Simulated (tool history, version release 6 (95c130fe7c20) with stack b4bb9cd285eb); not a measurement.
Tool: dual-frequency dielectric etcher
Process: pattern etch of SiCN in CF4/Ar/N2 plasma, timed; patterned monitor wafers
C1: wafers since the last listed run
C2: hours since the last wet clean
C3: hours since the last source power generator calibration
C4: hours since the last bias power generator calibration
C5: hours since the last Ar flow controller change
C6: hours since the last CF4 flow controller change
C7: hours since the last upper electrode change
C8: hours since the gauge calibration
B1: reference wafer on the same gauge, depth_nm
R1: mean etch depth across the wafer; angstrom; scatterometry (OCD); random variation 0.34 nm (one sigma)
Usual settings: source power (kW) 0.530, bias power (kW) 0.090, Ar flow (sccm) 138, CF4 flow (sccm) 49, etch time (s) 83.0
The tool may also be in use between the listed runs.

Run 1, day 0.000: usual settings but bias power (kW) 0.073, CF4 flow (sccm) 57; C1 0; C2 393.6; C3 3603.5; C4 2443.1; C5 5945.7; C6 3649.8; C7 4770.8; C8 247.9; B1 94.7. Result: R1 798 angstrom.
At day 0.529: CF4 flow controller replaced.
Run 2, day 0.738: usual settings; C1 119; C2 411.3; C3 3621.2; C4 2460.8; C5 5963.4; C6 5.0; C7 4788.5; C8 265.6; B1 94.6. Result: R1 876 angstrom.
Run 3, day 1.296: usual settings but CF4 flow (sccm) 54; C1 136; C2 424.7; C3 3634.6; C4 2474.2; C5 5976.8; C6 18.4; C7 4801.9; C8 279.0; B1 94.8. Result: R1 888 angstrom.
Run 4, day 1.942: usual settings but CF4 flow (sccm) 54; C1 157; C2 440.2; C3 3650.1; C4 2489.7; C5 5992.3; C6 33.9; C7 4817.4; C8 294.5; B1 94.9. Result: R1 889 angstrom.
Run 5, day 2.258: usual settings but CF4 flow (sccm) 45, etch time (s) 90.5; C1 77; C2 447.8; C3 3657.7; C4 2497.3; C5 5999.9; C6 41.5; C7 4825.0; C8 302.1; B1 94.7. Result: R1 947 angstrom.
At day 2.721: bias power generator calibrated.
At day 3.442: wet clean of the chamber.
At day 3.696: source power generator calibrated.
At day 4.504: upper electrode replaced.
Run 6, day 4.525: usual settings; C1 98; C2 26.0; C3 19.9; C4 43.3; C5 6054.3; C6 95.9; C7 0.5; C8 356.5; B1 94.8. Result: R1 858 angstrom.
Run 7, day 4.542: usual settings but bias power (kW) 0.070, Ar flow (sccm) 148; C1 4; C2 26.4; C3 20.3; C4 43.7; C5 6054.7; C6 96.3; C7 0.9; C8 356.9; B1 94.9. Result: R1 734 angstrom.
At day 4.646: gauge calibrated.
Run 8, day 4.996: usual settings but source power (kW) 0.490, bias power (kW) 0.109, Ar flow (sccm) 123, etch time (s) 72.0; C1 111; C2 37.3; C3 31.2; C4 54.6; C5 6065.6; C6 107.2; C7 11.8; C8 8.4; B1 94.7. Result: R1 799 angstrom.
Run 9, day 5.488: usual settings but bias power (kW) 0.109; C1 120; C2 49.1; C3 43.0; C4 66.4; C5 6077.4; C6 119.0; C7 23.6; C8 20.2; B1 94.7. Result: R1 946 angstrom.
Run 10, day 5.833: usual settings but bias power (kW) 0.105, Ar flow (sccm) 155, CF4 flow (sccm) 43; C1 84; C2 57.4; C3 51.3; C4 74.7; C5 6085.7; C6 127.3; C7 31.9; C8 28.5; B1 94.6. Result: R1 906 angstrom.
Run 11, day 6.379: usual settings but bias power (kW) 0.073, CF4 flow (sccm) 57; C1 133; C2 70.5; C3 64.4; C4 87.8; C5 6098.8; C6 140.4; C7 45.0; C8 41.6; B1 94.6. Result: R1 778 angstrom.
At day 7.054: Ar flow controller replaced.
Run 12, day 7.075: usual settings but bias power (kW) 0.081, CF4 flow (sccm) 39, etch time (s) 68.5; C1 108; C2 87.2; C3 81.1; C4 104.5; C5 0.5; C6 157.1; C7 61.7; C8 58.3; B1 94.8. Result: R1 641 angstrom.
Run 13, day 7.538: usual settings but source power (kW) 0.450, CF4 flow (sccm) 55, etch time (s) 75.5; C1 113; C2 98.3; C3 92.2; C4 115.6; C5 11.6; C6 168.2; C7 72.8; C8 69.4; B1 94.5. Result: R1 735 angstrom.
Run 14, day 8.408: usual settings but Ar flow (sccm) 160, CF4 flow (sccm) 55; C1 212; C2 119.2; C3 113.1; C4 136.5; C5 32.5; C6 189.1; C7 93.7; C8 90.3; B1 94.6. Result: R1 865 angstrom.
Run 15, day 9.079: usual settings; C1 163; C2 135.3; C3 129.2; C4 152.6; C5 48.6; C6 205.2; C7 109.8; C8 106.4; B1 94.7. Result: R1 865 angstrom.
Run 16, day 9.817: usual settings but CF4 flow (sccm) 43, etch time (s) 96.0; C1 180; C2 153.0; C3 146.9; C4 170.3; C5 66.3; C6 222.9; C7 127.5; C8 124.1; B1 94.7. Result: R1 982 angstrom.
Run 17, day 10.233: usual settings but etch time (s) 90.5; C1 101; C2 163.0; C3 156.9; C4 180.3; C5 76.3; C6 232.9; C7 137.5; C8 134.1; B1 94.8. Result: R1 942 angstrom.
Run 18, day 10.912: usual settings but source power (kW) 0.610, bias power (kW) 0.111, Ar flow (sccm) 112, etch time (s) 68.5; C1 166; C2 179.3; C3 173.2; C4 196.6; C5 92.6; C6 249.2; C7 153.8; C8 150.4; B1 94.8. Result: R1 868 angstrom.
Run 19, day 11.650: usual settings but source power (kW) 0.600, bias power (kW) 0.108, Ar flow (sccm) 128; C1 180; C2 197.0; C3 190.9; C4 214.3; C5 110.3; C6 266.9; C7 171.5; C8 168.1; B1 94.7. Result: R1 1023 angstrom.
Run 20, day 12.412: usual settings but source power (kW) 0.460, bias power (kW) 0.071; C1 186; C2 215.3; C3 209.2; C4 232.6; C5 128.6; C6 285.2; C7 189.8; C8 186.4; B1 94.8. Result: R1 713 angstrom.
Run 21, day 14.554: usual settings but source power (kW) 0.420, Ar flow (sccm) 155; C1 523; C2 266.7; C3 260.6; C4 284.0; C5 180.0; C6 336.6; C7 241.2; C8 237.8; B1 94.9. Result: R1 771 angstrom.

4 ways to go on from here, each from the tool as it stands after run 21. What would each give?
Run A, day 14.571: usual settings; C1 4; C2 267.1; C3 261.0; C4 284.4; C5 180.4; C6 337.0; C7 241.6; C8 238.2; B1 ?. Result: R1 ?.
Run B, day 14.571: usual settings but source power (kW) 0.630, CF4 flow (sccm) 59, etch time (s) 93.0; C1 4; C2 267.1; C3 261.0; C4 284.4; C5 180.4; C6 337.0; C7 241.6; C8 238.2; B1 ?. Result: R1 ?.
Run C, day 14.571: usual settings but etch time (s) 97.5; C1 4; C2 267.1; C3 261.0; C4 284.4; C5 180.4; C6 337.0; C7 241.6; C8 238.2; B1 ?. Result: R1 ?.
Run D, day 14.571: usual settings but source power (kW) 0.610, bias power (kW) 0.070; C1 4; C2 267.1; C3 261.0; C4 284.4; C5 180.4; C6 337.0; C7 241.6; C8 238.2; B1 ?. Result: R1 ?.

run    B1    R1
  A  94.7   863
  B  94.7  1086
  C  94.7  1014
  D  94.7   803
Without the tool's hidden state the same runs would have given:
run    R1
  A   843
  B  1060
  C   990
  D   784
